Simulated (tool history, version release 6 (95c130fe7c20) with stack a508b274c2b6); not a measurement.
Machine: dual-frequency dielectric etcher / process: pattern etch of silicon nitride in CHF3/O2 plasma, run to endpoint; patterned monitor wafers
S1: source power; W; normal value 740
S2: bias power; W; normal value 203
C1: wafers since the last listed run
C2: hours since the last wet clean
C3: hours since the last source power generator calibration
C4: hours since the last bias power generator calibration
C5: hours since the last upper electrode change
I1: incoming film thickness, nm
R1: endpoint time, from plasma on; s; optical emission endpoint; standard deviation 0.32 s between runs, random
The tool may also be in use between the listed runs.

| run | hour | S1 | S2 | C1 | C2 | C3 | C4 | C5 | I1 | R1 |
|---|---|---|---|---|---|---|---|---|---|---|
| 1 | 0 | 740 | 203 | 0 | 322.3 | 4684.5 | 2113.9 | 2434.7 | 70.9 | 44.9 |
| 2 | 15.9 | 740 | 203 | 172 | 338.2 | 4700.4 | 2129.8 | 2450.6 | 70.9 | 44 |
| 3 | 31.6 | 740 | 203 | 169 | 353.9 | 4716.1 | 2145.5 | 2466.3 | 71.4 | 44.6 |
| 4 | 38.4 | 740 | 203 | 73 | 360.7 | 4722.9 | 2152.3 | 2473.1 | 71.7 | 45.6 |
| 5 | 48.5 | 740 | 203 | 109 | 370.8 | 4733 | 2162.4 | 2483.2 | 71.8 | 45.2 |
| 6 | 56.6 | 740 | 203 | 87 | 378.9 | 4741.1 | 2170.5 | 2491.3 | 71.2 | 44.7 |
| 7 | 71.2 | 740 | 203 | 158 | 393.5 | 4755.7 | 2185.1 | 2505.9 | 71 | 45.1 |
| 8 | 78.7 | 740 | 203 | 81 | 401 | 4763.2 | 2192.6 | 2513.4 | 72.1 | 45.3 |
| 9 | 90.7 | 860 | 215 | 129 | 413 | 4775.2 | 2204.6 | 2525.4 | 71.2 | 42.8 |
| 10 | 102 | 740 | 172 | 122 | 424.3 | 4786.5 | 2215.9 | 2536.7 | 71 | 46.3 |
| 11 | 110.7 | 740 | 172 | 94 | 433 | 4795.2 | 2224.6 | 2545.4 | 71.4 | 46.6 |
|  | 132.7 | source power generator calibrated |
| 12 | 138.6 | 740 | 172 | 258 | 460.9 | 5.9 | 2252.5 | 2573.3 | 71.7 | 46.3 |
|  | 171.9 | wet clean of the chamber |
| 13 | 172.4 | 740 | 203 | 106 | 0.5 | 39.7 | 2286.3 | 2607.1 | 71.9 | 45.6 |
| 14 | 172.7 | 740 | 203 | 3 | 0.8 | 40 | 2286.6 | 2607.4 | 72.3 | 45.6 |
| 15 | 181.4 | 740 | 240 | 94 | 9.5 | 48.7 | 2295.3 | 2616.1 | 72.1 | 43.1 |
| 16 | 187.7 | 810 | 155 | 68 | 15.8 | 55 | 2301.6 | 2622.4 | 71.4 | 46.3 |
| 17 | 203.2 | 630 | 189 | 167 | 31.3 | 70.5 | 2317.1 | 2637.9 | 70.6 | 46.8 |
| 18 | 212.5 | 680 | 229 | 100 | 40.6 | 79.8 | 2326.4 | 2647.2 | 71.7 | 44.8 |
| 19 | 229.7 | 740 | 203 | 186 | 57.8 | 97 | 2343.6 | 2664.4 | 71 | 44.7 |
| 20 | 241 | 740 | 203 | 122 | 69.1 | 108.3 | 2354.9 | 2675.7 | 71.9 | 45.3 |
| 21 | 250.5 | 600 | 244 | 102 | 78.6 | 117.8 | 2364.4 | 2685.2 | 71 | 44.6 |
| 22 | 265.1 | 840 | 232 | 158 | 93.2 | 132.4 | 2379 | 2699.8 | 70.5 | 42.2 |
| 23 | 292.7 | 850 | 252 | 298 | 120.8 | 160 | 2406.6 | 2727.4 | 70.4 | 40.9 |
| 24 | 302.9 | 850 | 231 | 110 | 131 | 170.2 | 2416.8 | 2737.6 | 71.7 | 42.5 |
|  | 311.2 | bias power generator calibrated |
| 25 | 311.7 | 740 | 234 | 51 | 139.8 | 179 | 0.5 | 2746.4 | 71.5 | 44 |
|  | 362.6 | upper electrode replaced |
| 26 | 363.1 | 890 | 235 | 296 | 191.2 | 230.4 | 51.9 | 0.5 | 71.1 | 41.5 |
| 27 | 366.9 | 670 | 168 | 41 | 195 | 234.2 | 55.7 | 4.3 | 70.7 | 47.3 |
| 28 | 378.4 | 850 | 169 | 124 | 206.5 | 245.7 | 67.2 | 15.8 | 71.5 | 45 |
| 29 | 386.6 | 650 | 251 | 88 | 214.7 | 253.9 | 75.4 | 24 | 71.1 | 44 |
| 30 | 401.2 | 740 | 203 | 158 | 229.3 | 268.5 | 90 | 38.6 | 71.5 | 44.9 |
| 31 | 409.7 | 620 | 172 | 92 | 237.8 | 277 | 98.5 | 47.1 | 71.3 | 48.6 |
| 32 | 418.6 | 600 | 228 | 96 | 246.7 | 285.9 | 107.4 | 56 | 71.5 | 46.2 |
| 33 | 426.4 | 800 | 171 | 84 | 254.5 | 293.7 | 115.2 | 63.8 | 71.5 | 46.2 |
| 34 | 435.2 | 610 | 162 | 95 | 263.3 | 302.5 | 124 | 72.6 | 71.5 | 49.8 |
| 35 | 478.4 | 740 | 203 | 467 | 306.5 | 345.7 | 167.2 | 115.8 | 71.3 | 44.3 |

State the hidden condition of the tool at each of the runs:
etch rate over this chamber's usual, %: 0 across all the runs
source power that arrives over what is set, %: 0 across all the runs
bias power that arrives over what is set, %: 0 across all the runs
